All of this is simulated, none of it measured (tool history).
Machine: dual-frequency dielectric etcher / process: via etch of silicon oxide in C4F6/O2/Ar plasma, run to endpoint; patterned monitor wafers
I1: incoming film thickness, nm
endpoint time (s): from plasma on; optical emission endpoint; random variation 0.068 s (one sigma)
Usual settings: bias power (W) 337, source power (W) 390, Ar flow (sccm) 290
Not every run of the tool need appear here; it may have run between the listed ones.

Run 1, hour 0.0: usual settings; I1 63.7. Result: endpoint time (s) 16.4.
Run 2, hour 64.3: usual settings; I1 63.4. Result: endpoint time (s) 16.6.
Run 3, hour 96.5: usual settings; I1 64.0. Result: endpoint time (s) 16.8.
Run 4, hour 121.8: usual settings; I1 63.3. Result: endpoint time (s) 16.6.
Run 5, hour 155.8: usual settings; I1 63.0. Result: endpoint time (s) 16.6.
Run 6, hour 206.8: usual settings; I1 64.4. Result: endpoint time (s) 16.9.
At hour 259.4: bias power generator calibrated.
At hour 281.9: wet clean of the chamber.
Run 7, hour 282.4: usual settings; I1 63.5. Result: endpoint time (s) 16.0.
Run 8, hour 313.4: usual settings; I1 63.7. Result: endpoint time (s) 16.2.
Run 9, hour 365.4: usual settings but bias power (W) 373; I1 62.6. Result: endpoint time (s) 15.5.
Run 10, hour 398.9: usual settings; I1 63.4. Result: endpoint time (s) 16.2.
At hour 460.8: source power generator calibrated.
Run 11, hour 466.4: usual settings; I1 63.0. Result: endpoint time (s) 16.2.
At hour 492.4: upper electrode replaced.
Run 12, hour 500.7: usual settings but bias power (W) 395, source power (W) 290, Ar flow (sccm) 257; I1 63.6. Result: endpoint time (s) 16.7.
At hour 509.6: Ar flow controller replaced.
Run 13, hour 533.9: usual settings but bias power (W) 314, source power (W) 430; I1 63.6. Result: endpoint time (s) 16.3.
Run 14, hour 589.9: usual settings but bias power (W) 308, Ar flow (sccm) 316; I1 63.6. Result: endpoint time (s) 17.0.
Run 15, hour 635.5: usual settings but Ar flow (sccm) 329; I1 64.1. Result: endpoint time (s) 16.9.
Run 16, hour 691.3: usual settings but source power (W) 320; I1 63.1. Result: endpoint time (s) 17.4.
Run 17, hour 736.6: usual settings but bias power (W) 293, source power (W) 430, Ar flow (sccm) 249; I1 63.7. Result: endpoint time (s) 16.7.

4 options for the next run, each taken on its own from the tool as it stands now. Forecast them:
Run A, hour 737.0: usual settings; I1 63.2. Result: endpoint time (s) ?.
Run B, hour 737.0: usual settings but bias power (W) 366, source power (W) 300, Ar flow (sccm) 316; I1 63.2. Result: endpoint time (s) ?.
Run C, hour 737.0: usual settings but source power (W) 480, Ar flow (sccm) 311; I1 63.2. Result: endpoint time (s) ?.
Run D, hour 737.0: usual settings but bias power (W) 392; I1 63.2. Result: endpoint time (s) ?.

run  endpoint time (s)
  A               16.6
  B               17.6
  C               15.7
  D               15.9
Take away the tool's hidden state, keep each run's random variation, and the runs would have read:
run  endpoint time (s)
  A               16.0
  B               16.9
  C               15.2
  D               15.3

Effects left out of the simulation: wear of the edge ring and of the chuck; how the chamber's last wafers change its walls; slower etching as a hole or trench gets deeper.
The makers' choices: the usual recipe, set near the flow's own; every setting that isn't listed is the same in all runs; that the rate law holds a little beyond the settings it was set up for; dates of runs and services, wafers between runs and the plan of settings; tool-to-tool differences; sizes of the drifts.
